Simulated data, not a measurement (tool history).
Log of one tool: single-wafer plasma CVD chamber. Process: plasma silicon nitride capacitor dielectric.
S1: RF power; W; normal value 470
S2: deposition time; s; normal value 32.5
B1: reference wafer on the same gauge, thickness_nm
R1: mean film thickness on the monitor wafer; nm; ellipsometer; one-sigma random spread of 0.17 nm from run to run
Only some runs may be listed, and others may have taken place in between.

run,hour,S1,S2,B1,R1
1,0.0,510,28.4,41.053,39.204
2,36.3,470,32.5,41.080,43.633
3,111.0,470,32.5,41.079,43.449
4,155.5,470,32.5,41.100,43.274
5,347.2,470,32.5,41.066,43.510
6,419.6,470,32.5,41.068,43.383
7,457.7,470,32.5,41.129,43.420
8,523.2,470,32.5,41.095,43.281
9,560.8,470,32.5,41.071,42.914
10,705.5,470,34.3,41.093,45.517
11,764.3,425,32.5,41.118,41.101
12,847.8,425,32.5,41.123,41.124
13,945.7,535,37.7,41.062,52.096
# hour 974.5: gauge calibrated
14,1040.0,510,36.7,41.126,50.171
# hour 1090.3: RF generator calibrated
15,1099.2,470,32.5,41.059,42.095
16,1183.0,420,29.7,41.074,36.543
17,1261.2,390,28.8,41.124,34.149
18,1357.9,470,38.1,41.143,49.116
19,1394.3,470,32.5,41.097,41.940
# hour 1405.8: showerhead replaced
# hour 1439.8: RF generator calibrated, repeated, since the last time left the tool worse
20,1485.1,395,35.4,41.139,44.087
21,1580.0,445,34.5,41.127,45.612
22,1636.0,445,34.5,41.092,45.443
23,1741.8,395,35.2,41.085,43.842
24,1842.3,470,32.5,41.119,43.540

4 ways to go on from here, each from the tool as it stands after run 24. What would each give?
A,1842.7,470,38.3,?,?
B,1842.7,530,26.6,?,?
C,1842.7,565,36.6,?,?
D,1842.7,470,29.8,?,?

run,B1,R1
A,41.139,51.613
B,41.139,37.682
C,41.139,53.198
D,41.139,40.158
Without the tool's hidden state the same runs would have given:
run,R1
A,51.942
B,37.922
C,53.537
D,40.414
